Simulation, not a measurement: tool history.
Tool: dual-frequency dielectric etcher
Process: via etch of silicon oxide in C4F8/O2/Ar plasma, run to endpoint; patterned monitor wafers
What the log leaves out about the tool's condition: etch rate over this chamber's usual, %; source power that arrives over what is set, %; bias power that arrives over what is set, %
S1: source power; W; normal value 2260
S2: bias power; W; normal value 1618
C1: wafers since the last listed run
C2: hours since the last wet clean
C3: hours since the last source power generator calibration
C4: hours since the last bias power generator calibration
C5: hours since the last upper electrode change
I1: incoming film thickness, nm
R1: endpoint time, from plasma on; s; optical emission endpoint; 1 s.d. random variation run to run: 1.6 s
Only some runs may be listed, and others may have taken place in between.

Run 1, day 0.000: usual settings; C1 0; C2 143.2; C3 1947.3; C4 3814.7; C5 3016.7; I1 1307.4. Result: R1 262.1 s.
Run 2, day 1.238: usual settings but S2 1907 W; C1 126; C2 172.9; C3 1977.0; C4 3844.4; C5 3046.4; I1 1287.9. Result: R1 243.2 s.
Run 3, day 2.600: usual settings; C1 139; C2 205.6; C3 2009.7; C4 3877.1; C5 3079.1; I1 1299.3. Result: R1 261.4 s.
Run 4, day 3.304: usual settings; C1 71; C2 222.5; C3 2026.6; C4 3894.0; C5 3096.0; I1 1292.9. Result: R1 263.2 s.
Run 5, day 4.379: usual settings; C1 109; C2 248.3; C3 2052.4; C4 3919.8; C5 3121.8; I1 1297.3. Result: R1 262.1 s.
Run 6, day 5.112: usual settings; C1 74; C2 265.9; C3 2070.0; C4 3937.4; C5 3139.4; I1 1300.2. Result: R1 261.9 s.
Run 7, day 6.079: usual settings; C1 98; C2 289.1; C3 2093.2; C4 3960.6; C5 3162.6; I1 1287.5. Result: R1 257.3 s.
Run 8, day 7.450: usual settings; C1 140; C2 322.0; C3 2126.1; C4 3993.5; C5 3195.5; I1 1292.5. Result: R1 258.3 s.
Run 9, day 8.004: usual settings; C1 56; C2 335.3; C3 2139.4; C4 4006.8; C5 3208.8; I1 1306.6. Result: R1 262.7 s.
At day 10.012: upper electrode replaced.
Run 10, day 10.033: usual settings; C1 105; C2 384.0; C3 2188.1; C4 4055.5; C5 0.5; I1 1295.4. Result: R1 260.6 s.
Run 11, day 10.067: usual settings; C1 3; C2 384.8; C3 2188.9; C4 4056.3; C5 1.3; I1 1294.1. Result: R1 258.6 s.
At day 10.438: source power generator calibrated.
Run 12, day 10.967: usual settings but S2 1791 W; C1 74; C2 406.4; C3 12.7; C4 4077.9; C5 22.9; I1 1282.2. Result: R1 251.4 s.
Run 13, day 11.929: usual settings; C1 98; C2 429.5; C3 35.8; C4 4101.0; C5 46.0; I1 1312.7. Result: R1 261.5 s.
Run 14, day 13.000: usual settings but S2 1885 W; C1 109; C2 455.2; C3 61.5; C4 4126.7; C5 71.7; I1 1285.5. Result: R1 243.9 s.
Run 15, day 14.383: usual settings; C1 141; C2 488.4; C3 94.7; C4 4159.9; C5 104.9; I1 1293.5. Result: R1 260.6 s.
Run 16, day 15.171: usual settings; C1 80; C2 507.3; C3 113.6; C4 4178.8; C5 123.8; I1 1301.1. Result: R1 262.8 s.
Run 17, day 16.379: usual settings but S1 1870 W, S2 1732 W; C1 123; C2 536.3; C3 142.6; C4 4207.8; C5 152.8; I1 1299.9. Result: R1 281.5 s.
At day 16.671: bias power generator calibrated.
Run 18, day 17.146: usual settings but S1 2070 W, S2 1222 W; C1 61; C2 554.7; C3 161.0; C4 11.4; C5 171.2; I1 1309.2. Result: R1 297.7 s.
Run 19, day 18.150: usual settings but S1 2590 W; C1 102; C2 578.8; C3 185.1; C4 35.5; C5 195.3; I1 1285.9. Result: R1 240.5 s.
Run 20, day 19.021: usual settings; C1 88; C2 599.7; C3 206.0; C4 56.4; C5 216.2; I1 1295.9. Result: R1 260.3 s.
At day 21.250: wet clean of the chamber.
Run 21, day 21.271: usual settings but S1 2680 W, S2 1356 W; C1 127; C2 0.5; C3 260.0; C4 110.4; C5 270.2; I1 1302.3. Result: R1 251.3 s.
Run 22, day 21.762: usual settings; C1 50; C2 12.3; C3 271.8; C4 122.2; C5 282.0; I1 1304.9. Result: R1 263.1 s.
Run 23, day 22.808: usual settings; C1 106; C2 37.4; C3 296.9; C4 147.3; C5 307.1; I1 1293.5. Result: R1 257.5 s.
Run 24, day 23.712: usual settings but S1 2770 W, S2 1748 W; C1 92; C2 59.1; C3 318.6; C4 169.0; C5 328.8; I1 1289.4. Result: R1 227.6 s.
Run 25, day 24.229: usual settings but S1 2690 W, S2 1422 W; C1 52; C2 71.5; C3 331.0; C4 181.4; C5 341.2; I1 1311.9. Result: R1 249.2 s.
Run 26, day 25.067: usual settings but S2 1791 W; C1 85; C2 91.6; C3 351.1; C4 201.5; C5 361.3; I1 1286.7. Result: R1 248.4 s.
Run 27, day 26.508: usual settings; C1 147; C2 126.2; C3 385.7; C4 236.1; C5 395.9; I1 1289.9. Result: R1 258.9 s.
Run 28, day 27.362: usual settings; C1 87; C2 146.7; C3 406.2; C4 256.6; C5 416.4; I1 1280.4. Result: R1 255.5 s.
Run 29, day 28.762: usual settings but S1 2110 W, S2 1799 W; C1 143; C2 180.3; C3 439.8; C4 290.2; C5 450.0; I1 1298.9. Result: R1 259.1 s.
Run 30, day 31.025: usual settings but S1 2450 W, S2 2013 W; C1 231; C2 234.6; C3 494.1; C4 344.5; C5 504.3; I1 1286.1. Result: R1 230.7 s.
Run 31, day 31.988: usual settings but S1 2770 W; C1 98; C2 257.7; C3 517.2; C4 367.6; C5 527.4; I1 1297.8. Result: R1 236.8 s.
Run 32, day 32.871: usual settings but S1 1970 W, S2 1323 W; C1 90; C2 278.9; C3 538.4; C4 388.8; C5 548.6; I1 1289.8. Result: R1 295.8 s.
Run 33, day 34.204: usual settings but S1 2450 W, S2 1373 W; C1 136; C2 310.9; C3 570.4; C4 420.8; C5 580.6; I1 1307.0. Result: R1 266.0 s.
Run 34, day 34.733: usual settings but S1 1980 W, S2 1242 W; C1 54; C2 323.6; C3 583.1; C4 433.5; C5 593.3; I1 1297.4. Result: R1 304.8 s.

Here are 5 independent what-if runs from the current tool condition. What would each one return?
Run A, day 34.754: usual settings; C1 2; C2 324.1; C3 583.6; C4 434.0; C5 593.8; I1 1297.1. Result: R1 ?.
Run B, day 34.754: usual settings but S1 2420 W, S2 1491 W; C1 2; C2 324.1; C3 583.6; C4 434.0; C5 593.8; I1 1297.1. Result: R1 ?.
Run C, day 34.754: usual settings but S1 2410 W, S2 1314 W; C1 2; C2 324.1; C3 583.6; C4 434.0; C5 593.8; I1 1297.1. Result: R1 ?.
Run D, day 34.754: usual settings but S1 1890 W, S2 1767 W; C1 2; C2 324.1; C3 583.6; C4 434.0; C5 593.8; I1 1297.1. Result: R1 ?.
Run E, day 34.754: usual settings but S1 1810 W, S2 1950 W; C1 2; C2 324.1; C3 583.6; C4 434.0; C5 593.8; I1 1297.1. Result: R1 ?.

run     R1
  A  261.6
  B  259.5
  C  270.5
  D  278.5
  E  275.7
Had the tool no hidden state, the same runs would have come out as:
run     R1
  A  261.6
  B  259.5
  C  270.5
  D  278.5
  E  275.7
